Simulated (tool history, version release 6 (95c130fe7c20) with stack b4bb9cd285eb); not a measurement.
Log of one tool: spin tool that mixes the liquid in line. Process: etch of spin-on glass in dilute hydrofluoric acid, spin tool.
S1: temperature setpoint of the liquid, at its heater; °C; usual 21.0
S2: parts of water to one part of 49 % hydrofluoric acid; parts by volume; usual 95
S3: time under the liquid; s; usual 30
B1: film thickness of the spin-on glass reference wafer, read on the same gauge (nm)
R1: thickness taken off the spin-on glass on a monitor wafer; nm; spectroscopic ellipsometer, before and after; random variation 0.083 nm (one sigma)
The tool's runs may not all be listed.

| run | hour | S1 | S2 | S3 | B1 | R1 |
|---|---|---|---|---|---|---|
| 1 | 0.0 | 21.0 | 105 | 30 | 118.04 | 10.59 |
| 2 | 82.4 | 21.0 | 95 | 30 | 117.64 | 11.88 |
| 3 | 127.1 | 21.0 | 95 | 30 | 117.47 | 11.74 |
| 4 | 216.5 | 21.0 | 95 | 30 | 117.08 | 11.70 |
| 5 | 305.1 | 21.0 | 95 | 30 | 116.68 | 11.61 |
| 6 | 366.6 | 21.0 | 95 | 30 | 116.41 | 11.71 |
| 7 | 411.8 | 21.0 | 95 | 20 | 116.24 | 7.67 |
| 8 | 466.8 | 26.0 | 115 | 30 | 115.98 | 11.35 |
| 9 | 545.5 | 21.0 | 95 | 30 | 119.68 | 11.95 |
| 10 | 621.5 | 23.5 | 145 | 30 | 119.32 | 8.15 |
| 11 | 927.8 | 25.0 | 75 | 40 | 118.00 | 23.93 |
| 12 | 973.6 | 25.5 | 55 | 40 | 117.79 | 34.30 |
| 13 | 1070.4 | 23.5 | 50 | 15 | 117.36 | 13.04 |
| 14 | 1174.2 | 21.0 | 80 | 30 | 116.95 | 14.21 |

Not shown: 3 entries that the log had between the listed runs. Between which runs, and how does the tool's hidden state differ before and after?
Between runs 8 and 9: gauge calibrated (hour 519.5)
  gauge reads high (%): -3.34 -> -0.273
  measured less the result without the state, R1: -0.39 -> -0.03 nm
Between runs 10 and 11: hydrofluoric acid flow meter replaced (hour 650.5); thermometer replaced (hour 877.6)
  gauge reads high (%): -0.55 -> -1.67
  measured less the result without the state, R1: -0.04 -> -0.40 nm

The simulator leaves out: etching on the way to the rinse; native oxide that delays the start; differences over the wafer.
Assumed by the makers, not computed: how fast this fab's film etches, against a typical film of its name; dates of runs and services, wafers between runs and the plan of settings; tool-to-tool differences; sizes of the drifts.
